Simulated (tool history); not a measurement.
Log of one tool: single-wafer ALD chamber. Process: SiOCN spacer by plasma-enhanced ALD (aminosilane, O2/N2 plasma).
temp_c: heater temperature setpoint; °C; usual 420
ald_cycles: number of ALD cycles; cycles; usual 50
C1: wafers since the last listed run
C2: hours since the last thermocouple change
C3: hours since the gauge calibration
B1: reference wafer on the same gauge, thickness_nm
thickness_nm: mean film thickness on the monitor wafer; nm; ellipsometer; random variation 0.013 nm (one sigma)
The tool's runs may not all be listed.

Run 1, hour 0: usual settings but temp_c 424 °C, ald_cycles 42 cycles; C1 0; C2 767.7; C3 939.7; B1 3.423. Result: thickness_nm 2.564 nm.
Run 2, hour 42.6: usual settings but temp_c 413 °C; C1 142; C2 810.3; C3 982.3; B1 3.42. Result: thickness_nm 3.168 nm.
Run 3, hour 139.7: usual settings but temp_c 413 °C; C1 324; C2 907.4; C3 1079.4; B1 3.422. Result: thickness_nm 3.202 nm.
At hour 185.6: thermocouple changed; heater temperature recalibrated.
Run 4, hour 197: usual settings but temp_c 413 °C; C1 164; C2 11.4; C3 1136.7; B1 3.424. Result: thickness_nm 3.139 nm.
Run 5, hour 288.8: usual settings but ald_cycles 43 cycles; C1 306; C2 103.2; C3 1228.5; B1 3.415. Result: thickness_nm 2.608 nm.
Run 6, hour 379.5: usual settings but ald_cycles 43 cycles; C1 302; C2 193.9; C3 1319.2; B1 3.427. Result: thickness_nm 2.654 nm.
Run 7, hour 424.4: usual settings but ald_cycles 43 cycles; C1 149; C2 238.8; C3 1364.1; B1 3.427. Result: thickness_nm 2.654 nm.
Run 8, hour 471.2: usual settings; C1 156; C2 285.6; C3 1410.9; B1 3.423. Result: thickness_nm 3.054 nm.
Run 9, hour 536.2: usual settings; C1 217; C2 350.6; C3 1475.9; B1 3.42. Result: thickness_nm 3.053 nm.
Run 10, hour 575.2: usual settings; C1 130; C2 389.6; C3 1514.9; B1 3.414. Result: thickness_nm 3.075 nm.
Run 11, hour 666.7: usual settings but ald_cycles 46 cycles; C1 305; C2 481.1; C3 1606.4; B1 3.417. Result: thickness_nm 2.824 nm.
Run 12, hour 736.7: usual settings but ald_cycles 46 cycles; C1 233; C2 551.1; C3 1676.4; B1 3.418. Result: thickness_nm 2.85 nm.
Run 13, hour 803.9: usual settings; C1 224; C2 618.3; C3 1743.6; B1 3.422. Result: thickness_nm 3.092 nm.
Run 14, hour 1008.1: usual settings; C1 681; C2 822.5; C3 1947.8; B1 3.416. Result: thickness_nm 3.108 nm.
Run 15, hour 1077.1: usual settings; C1 230; C2 891.5; C3 2016.8; B1 3.419. Result: thickness_nm 3.113 nm.
Run 16, hour 1126.6: usual settings but ald_cycles 45 cycles; C1 165; C2 941; C3 2066.3; B1 3.423. Result: thickness_nm 2.821 nm.
At hour 1159.9: thermocouple changed; heater temperature recalibrated.
Run 17, hour 1209: usual settings but ald_cycles 45 cycles; C1 248; C2 49.1; C3 2148.7; B1 3.421. Result: thickness_nm 2.727 nm.
Run 18, hour 1270.2: usual settings but ald_cycles 45 cycles; C1 204; C2 110.3; C3 2209.9; B1 3.424. Result: thickness_nm 2.759 nm.
Run 19, hour 1573.1: usual settings but temp_c 409 °C, ald_cycles 45 cycles; C1 1011; C2 413.2; C3 2512.8; B1 3.421. Result: thickness_nm 2.891 nm.
Run 20, hour 1666.3: usual settings but temp_c 433 °C, ald_cycles 45 cycles; C1 311; C2 506.4; C3 2606; B1 3.417. Result: thickness_nm 2.654 nm.
Run 21, hour 1727.5: usual settings; C1 204; C2 567.6; C3 2667.2; B1 3.42. Result: thickness_nm 3.077 nm.
Run 22, hour 1809.3: usual settings but ald_cycles 55 cycles; C1 273; C2 649.4; C3 2749; B1 3.415. Result: thickness_nm 3.374 nm.
Run 23, hour 2123.5: usual settings but temp_c 429 °C, ald_cycles 58 cycles; C1 1049; C2 963.6; C3 3063.2; B1 3.423. Result: thickness_nm 3.465 nm.

Forecast run 24:
Run 24, hour 2227.3: usual settings but temp_c 414 °C, ald_cycles 44 cycles; C1 346; C2 1067.4; C3 3167; B1 ?. Result: thickness_nm ?.

Run 24 gave B1 3.423, thickness_nm 2.795 nm.
Without the tool's hidden state the same run would have given thickness_nm 2.737 nm.
